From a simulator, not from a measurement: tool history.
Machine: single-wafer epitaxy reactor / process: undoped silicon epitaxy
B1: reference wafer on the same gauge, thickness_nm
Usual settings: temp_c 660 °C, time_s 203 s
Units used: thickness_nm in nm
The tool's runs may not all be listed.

Run 1, hour 0.0: usual settings; B1 42.074. Result: thickness_nm 38.183 nm.
Run 2, hour 12.8: usual settings; B1 42.078. Result: thickness_nm 38.348 nm.
Run 3, hour 20.7: usual settings but temp_c 651 °C, time_s 174 s; B1 42.118. Result: thickness_nm 26.556 nm.
Run 4, hour 38.6: usual settings but temp_c 651 °C, time_s 174 s; B1 42.116. Result: thickness_nm 26.450 nm.
Run 5, hour 81.2: usual settings but time_s 179 s; B1 42.095. Result: thickness_nm 33.569 nm.
Run 6, hour 99.1: usual settings but time_s 179 s; B1 42.163. Result: thickness_nm 33.599 nm.
Run 7, hour 110.1: usual settings; B1 42.091. Result: thickness_nm 37.931 nm.
Run 8, hour 127.4: usual settings but time_s 226 s; B1 42.049. Result: thickness_nm 42.646 nm.
Run 9, hour 141.8: usual settings but time_s 181 s; B1 42.139. Result: thickness_nm 33.866 nm.
Run 10, hour 156.7: usual settings but time_s 181 s; B1 42.098. Result: thickness_nm 34.032 nm.
Run 11, hour 163.0: usual settings but temp_c 656 °C, time_s 186 s; B1 42.201. Result: thickness_nm 31.854 nm.
Run 12, hour 170.0: usual settings but temp_c 656 °C, time_s 186 s; B1 42.096. Result: thickness_nm 31.960 nm.
Run 13, hour 183.6: usual settings; B1 42.152. Result: thickness_nm 38.088 nm.
Run 14, hour 192.5: usual settings; B1 42.055. Result: thickness_nm 38.062 nm.
Run 15, hour 210.1: usual settings but temp_c 657 °C, time_s 183 s; B1 42.176. Result: thickness_nm 31.892 nm.
Run 16, hour 225.2: usual settings but time_s 194 s; B1 42.109. Result: thickness_nm 36.568 nm.
Run 17, hour 238.0: usual settings but time_s 194 s; B1 42.131. Result: thickness_nm 36.185 nm.
Run 18, hour 254.8: usual settings but temp_c 667 °C; B1 42.120. Result: thickness_nm 44.704 nm.
Run 19, hour 263.5: usual settings; B1 42.126. Result: thickness_nm 37.918 nm.
Run 20, hour 280.1: usual settings but temp_c 655 °C; B1 42.159. Result: thickness_nm 33.779 nm.
Run 21, hour 290.0: usual settings but temp_c 655 °C; B1 42.104. Result: thickness_nm 33.660 nm.
At hour 298.1: gauge calibrated.
Run 22, hour 305.4: usual settings but temp_c 655 °C; B1 42.091. Result: thickness_nm 33.728 nm.
Run 23, hour 314.8: usual settings; B1 42.055. Result: thickness_nm 37.914 nm.
Run 24, hour 365.8: usual settings; B1 42.077. Result: thickness_nm 37.878 nm.
Run 25, hour 372.6: usual settings but temp_c 656 °C, time_s 171 s; B1 42.165. Result: thickness_nm 29.182 nm.
Run 26, hour 379.6: usual settings but temp_c 674 °C, time_s 182 s; B1 42.111. Result: thickness_nm 46.603 nm.
Run 27, hour 392.4: usual settings but temp_c 664 °C, time_s 183 s; B1 42.082. Result: thickness_nm 37.398 nm.
At hour 423.8: pyrometer calibrated.
Run 28, hour 427.5: usual settings but temp_c 653 °C, time_s 184 s; B1 42.088. Result: thickness_nm 30.357 nm.
Run 29, hour 440.7: usual settings but temp_c 652 °C, time_s 163 s; B1 42.146. Result: thickness_nm 26.538 nm.
Run 30, hour 450.8: usual settings; B1 42.099. Result: thickness_nm 39.509 nm.
Run 31, hour 459.1: usual settings but temp_c 668 °C; B1 42.073. Result: thickness_nm 47.598 nm.
Run 32, hour 474.9: usual settings; B1 42.194. Result: thickness_nm 39.585 nm.
Run 33, hour 488.6: usual settings but temp_c 654 °C; B1 42.083. Result: thickness_nm 34.712 nm.
Run 34, hour 529.6: usual settings but temp_c 652 °C, time_s 229 s; B1 42.087. Result: thickness_nm 37.159 nm.
Run 35, hour 546.1: usual settings; B1 42.154. Result: thickness_nm 39.732 nm.
Run 36, hour 559.6: usual settings but temp_c 669 °C, time_s 232 s; B1 42.078. Result: thickness_nm 55.405 nm.
Run 37, hour 574.5: usual settings but temp_c 667 °C, time_s 174 s; B1 42.091. Result: thickness_nm 39.546 nm.
Run 38, hour 590.0: usual settings but temp_c 646 °C, time_s 232 s; B1 42.054. Result: thickness_nm 32.503 nm.
Run 39, hour 601.0: usual settings; B1 42.099. Result: thickness_nm 39.310 nm.
Run 40, hour 617.1: usual settings but temp_c 652 °C, time_s 179 s; B1 41.982. Result: thickness_nm 28.887 nm.
Run 41, hour 659.8: usual settings but temp_c 648 °C, time_s 169 s; B1 42.102. Result: thickness_nm 24.822 nm.
Run 42, hour 666.0: usual settings but temp_c 648 °C, time_s 164 s; B1 42.154. Result: thickness_nm 24.235 nm.
Run 43, hour 683.2: usual settings but temp_c 664 °C, time_s 223 s; B1 42.207. Result: thickness_nm 47.304 nm.
Run 44, hour 702.2: usual settings but temp_c 645 °C, time_s 180 s; B1 42.155. Result: thickness_nm 24.525 nm.
Run 45, hour 714.8: usual settings but temp_c 651 °C; B1 42.111. Result: thickness_nm 31.913 nm.
Run 46, hour 726.1: usual settings but temp_c 649 °C, time_s 228 s; B1 42.072. Result: thickness_nm 34.157 nm.
Run 47, hour 743.0: usual settings but temp_c 646 °C, time_s 233 s; B1 42.073. Result: thickness_nm 32.460 nm.
Run 48, hour 759.3: usual settings; B1 42.135. Result: thickness_nm 39.111 nm.

Run by run, hidden condition taken away, random variation retained:
Unlogged tool condition in this case: wafer temperature above the value expected at the setpoint (K); gauge reads high (%).
run  thickness_nm
  1        39.846
  2        40.036
  3        27.758
  4        27.665
  5        35.132
  6        35.186
  7        39.737
  8        44.704
  9        35.518
 10        35.711
 11        33.449
 12        33.568
 13        40.006
 14        39.992
 15        33.541
 16        38.466
 17        38.080
 18        47.035
 19        39.939
 20        35.622
 21        35.510
 22        35.601
 23        40.008
 24        40.043
 25        30.873
 26        49.203
 27        39.552
 28        30.597
 29        26.761
 30        39.849
 31        48.014
 32        39.960
 33        35.063
 34        37.591
 35        40.209
 36        56.083
 37        40.053
 38        32.958
 39        39.859
 40        29.315
 41        25.232
 42        24.641
 43        48.097
 44        24.971
 45        32.501
 46        34.803
 47        33.099
 48        39.879
